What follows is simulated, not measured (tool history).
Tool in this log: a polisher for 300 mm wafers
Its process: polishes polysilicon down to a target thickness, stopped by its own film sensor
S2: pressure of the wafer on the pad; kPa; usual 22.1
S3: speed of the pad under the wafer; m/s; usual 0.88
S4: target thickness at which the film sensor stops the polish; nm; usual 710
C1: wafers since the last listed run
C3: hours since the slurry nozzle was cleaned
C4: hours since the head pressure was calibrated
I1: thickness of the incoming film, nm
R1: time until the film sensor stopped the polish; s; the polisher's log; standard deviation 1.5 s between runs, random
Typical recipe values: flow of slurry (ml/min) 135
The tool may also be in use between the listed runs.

Run 1, day 0.000: usual settings but S3 1.02 m/s; C1 0; wafers polished on this pad 2573; C3 51.3; C4 300.0; I1 1383.7. Result: R1 85.6 s.
Run 2, day 3.279: usual settings; C1 769; wafers polished on this pad 3343; C3 130.0; C4 378.7; I1 1377.0. Result: R1 97.5 s.
Run 3, day 6.604: usual settings; C1 780; wafers polished on this pad 4123; C3 209.8; C4 458.5; I1 1362.5. Result: R1 96.7 s.
Run 4, day 10.408: usual settings; C1 892; wafers polished on this pad 5016; C3 301.1; C4 549.8; I1 1386.7. Result: R1 101.8 s.
Run 5, day 14.142: usual settings; C1 876; wafers polished on this pad 5893; C3 390.7; C4 639.4; I1 1369.2. Result: R1 94.8 s.
Run 6, day 16.012: usual settings but S4 592 nm; C1 439; wafers polished on this pad 6332; C3 435.6; C4 684.3; I1 1367.0. Result: R1 112.1 s.
At day 16.875: worn pad replaced by a new one.
Run 7, day 19.083: usual settings but S4 592 nm; C1 681; wafers polished on this pad 518; C3 509.3; C4 758.0; I1 1356.6. Result: R1 113.6 s.
At day 20.571: slurry nozzle cleaned.
Run 8, day 22.329: usual settings but S4 592 nm; C1 752; wafers polished on this pad 1270; C3 42.2; C4 835.9; I1 1345.9. Result: R1 110.1 s.
Run 9, day 26.625: usual settings but S2 26.2 kPa, S3 0.68 m/s; C1 1008; wafers polished on this pad 2279; C3 145.3; C4 939.0; I1 1346.9. Result: R1 103.1 s.
Run 10, day 29.558: usual settings but S2 26.2 kPa, S3 0.68 m/s; C1 688; wafers polished on this pad 2967; C3 215.7; C4 1009.4; I1 1370.9. Result: R1 107.7 s.
Run 11, day 33.138: usual settings but S2 26.2 kPa, S3 0.68 m/s; C1 840; wafers polished on this pad 3807; C3 301.6; C4 1095.3; I1 1363.2. Result: R1 101.5 s.
Run 12, day 43.312: usual settings but S4 549 nm; C1 2388; wafers polished on this pad 6196; C3 545.8; C4 1339.5; I1 1348.8. Result: R1 115.8 s.
At day 44.550: worn pad replaced by a new one.
Run 13, day 46.879: usual settings; C1 798; wafers polished on this pad 547; C3 631.4; C4 1425.1; I1 1350.8. Result: R1 92.3 s.
At day 48.362: slurry nozzle cleaned.
Run 14, day 50.621: usual settings; C1 868; wafers polished on this pad 1415; C3 54.2; C4 1514.9; I1 1348.8. Result: R1 91.3 s.
At day 56.050: head pressure recalibrated.
Run 15, day 59.767: usual settings; C1 2127; wafers polished on this pad 3542; C3 273.7; C4 89.2; I1 1375.2. Result: R1 97.9 s.
Run 16, day 63.221: usual settings; C1 810; wafers polished on this pad 4353; C3 356.6; C4 172.1; I1 1359.1. Result: R1 95.0 s.
Run 17, day 67.662: usual settings but flow of slurry (ml/min) 180, S3 0.98 m/s, S4 876 nm; C1 1042; wafers polished on this pad 5396; C3 463.2; C4 278.7; I1 1361.6. Result: R1 60.3 s.
At day 70.817: worn pad replaced by a new one.
Run 18, day 71.504: usual settings but S3 1.02 m/s; C1 862; wafers polished on this pad 161; C3 555.4; C4 370.9; I1 1340.4. Result: R1 80.5 s.
At day 72.021: slurry nozzle cleaned.
Run 19, day 73.325: usual settings; C1 417; wafers polished on this pad 578; C3 31.3; C4 414.6; I1 1373.5. Result: R1 95.6 s.
Run 20, day 77.058: usual settings but S2 19.3 kPa; C1 876; wafers polished on this pad 1455; C3 120.9; C4 504.2; I1 1339.7. Result: R1 104.6 s.
Run 21, day 80.383: usual settings but S3 0.74 m/s; C1 780; wafers polished on this pad 2235; C3 200.7; C4 584.0; I1 1368.3. Result: R1 117.1 s.
Run 22, day 83.638: usual settings; C1 763; wafers polished on this pad 2999; C3 278.8; C4 662.1; I1 1341.5. Result: R1 89.4 s.
Run 23, day 85.871: usual settings; C1 524; wafers polished on this pad 3523; C3 332.4; C4 715.7; I1 1375.3. Result: R1 96.7 s.
Run 24, day 87.746: usual settings but S3 0.72 m/s; C1 440; wafers polished on this pad 3963; C3 377.4; C4 760.7; I1 1378.9. Result: R1 119.8 s.
At day 91.812: worn pad replaced by a new one.
Run 25, day 91.921: usual settings but S3 0.70 m/s, S4 936 nm; C1 940; wafers polished on this pad 25; C3 477.6; C4 860.9; I1 1371.3. Result: R1 81.0 s.
Run 26, day 95.938: usual settings; C1 942; wafers polished on this pad 967; C3 574.0; C4 957.3; I1 1365.6. Result: R1 96.1 s.
At day 96.733: slurry nozzle cleaned.
Run 27, day 98.338: usual settings but S4 508 nm; C1 553; wafers polished on this pad 1521; C3 38.5; C4 1014.9; I1 1362.2. Result: R1 125.6 s.
Run 28, day 100.258: usual settings but S3 1.02 m/s; C1 450; wafers polished on this pad 1972; C3 84.6; C4 1061.0; I1 1362.0. Result: R1 82.7 s.
Run 29, day 107.417: usual settings but flow of slurry (ml/min) 150, S2 28.3 kPa, S4 879 nm; C1 1680; wafers polished on this pad 3652; C3 256.4; C4 1232.8; I1 1365.2. Result: R1 56.6 s.
Run 30, day 111.625: usual settings but S2 20.0 kPa, S3 1.06 m/s, S4 525 nm; C1 987; wafers polished on this pad 4640; C3 357.4; C4 1333.8; I1 1354.6. Result: R1 115.9 s.
Run 31, day 116.054: usual settings but S2 19.3 kPa; C1 1039; wafers polished on this pad 5680; C3 463.7; C4 1440.1; I1 1343.5. Result: R1 104.2 s.
At day 118.029: worn pad replaced by a new one.
Run 32, day 118.621: usual settings but flow of slurry (ml/min) 115, S2 20.0 kPa; C1 563; wafers polished on this pad 139; C3 525.3; C4 1501.7; I1 1352.6. Result: R1 109.7 s.
At day 122.921: head pressure recalibrated.
Run 33, day 123.046: usual settings but S2 24.8 kPa, S4 545 nm; C1 1019; wafers polished on this pad 1158; C3 631.5; C4 3.0; I1 1387.2. Result: R1 107.0 s.

Each row is a separate what-if for the run after 33, all from the same tool condition, not one after another. Results?
Run A, day 123.062: usual settings; C1 3; wafers polished on this pad 1162; C3 631.9; C4 3.4; I1 1361.5. Result: R1 ?.
Run B, day 123.062: usual settings but flow of slurry (ml/min) 100, S4 591 nm; C1 3; wafers polished on this pad 1162; C3 631.9; C4 3.4; I1 1361.5. Result: R1 ?.
Run C, day 123.062: usual settings but flow of slurry (ml/min) 155, S4 846 nm; C1 3; wafers polished on this pad 1162; C3 631.9; C4 3.4; I1 1361.5. Result: R1 ?.
Run D, day 123.062: usual settings but flow of slurry (ml/min) 155, S2 15.2 kPa, S3 0.76 m/s, S4 789 nm; C1 3; wafers polished on this pad 1162; C3 631.9; C4 3.4; I1 1361.5. Result: R1 ?.
Run E, day 123.062: usual settings but S4 768 nm; C1 3; wafers polished on this pad 1162; C3 631.9; C4 3.4; I1 1361.5. Result: R1 ?.

run     R1
  A   92.9
  B  118.4
  C   71.6
  D  133.9
  E   84.6
Without the tool's hidden state the same runs would have given:
run     R1
  A   92.9
  B  118.4
  C   71.6
  D  133.9
  E   84.6

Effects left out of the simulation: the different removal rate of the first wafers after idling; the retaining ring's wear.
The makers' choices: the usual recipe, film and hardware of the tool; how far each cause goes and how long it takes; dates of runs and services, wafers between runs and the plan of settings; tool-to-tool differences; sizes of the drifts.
